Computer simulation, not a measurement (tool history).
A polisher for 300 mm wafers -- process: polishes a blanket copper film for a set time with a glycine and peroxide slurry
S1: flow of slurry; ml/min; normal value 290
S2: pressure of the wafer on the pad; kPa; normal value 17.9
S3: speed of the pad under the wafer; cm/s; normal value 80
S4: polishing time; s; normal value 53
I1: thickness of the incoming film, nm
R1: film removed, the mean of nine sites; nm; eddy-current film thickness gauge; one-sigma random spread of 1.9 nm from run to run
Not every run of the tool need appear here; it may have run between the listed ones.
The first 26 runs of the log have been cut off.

run    hour   S1    S2  S3  S4      I1     R1
 27  1314.7  370  16.5  68  53  2129.4  174.5
 28  1341.1  225  12.4  80  58  2125.4  163.3
 29  1385.1  290  17.9  80  53  2137.8  198.7
 30  1444.4  290  22.1  80  53  2149.9  226.7
 31  1499.2  290  17.9  90  53  2115.6  207.8
 32  1556.8  290  17.9  80  53  2144.8  187.6
 33    1606  245  17.9  80  53  2158.6  182.2
     1622.6  -- worn pad replaced by a new one
 34  1635.4  290  15.9  56  38  2135.2   97.8
     1685.6  -- slurry nozzle cleaned
 35  1706.7  290  17.9  80  53  2163.8  185.3
 36    1757  240  17.9  80  59  2134.6  200.1

4 ways to go on from here, each from the tool as it stands after run 36. What would each give?
  A  1757.4  290  17.9   80  53  2140.3   ?
  B  1757.4  290  15.2   80  67  2140.3   ?
  C  1757.4  230    20  108  68  2140.3   ?
  D  1757.4  230  17.9   66  53  2140.3   ?

run     R1
  A  183.9
  B  205.4
  C  317.5
  D  155.3
Without the tool's unlogged condition, the same runs would have read:
run     R1
  A  213.9
  B  238.1
  C  372.3
  D  179.8
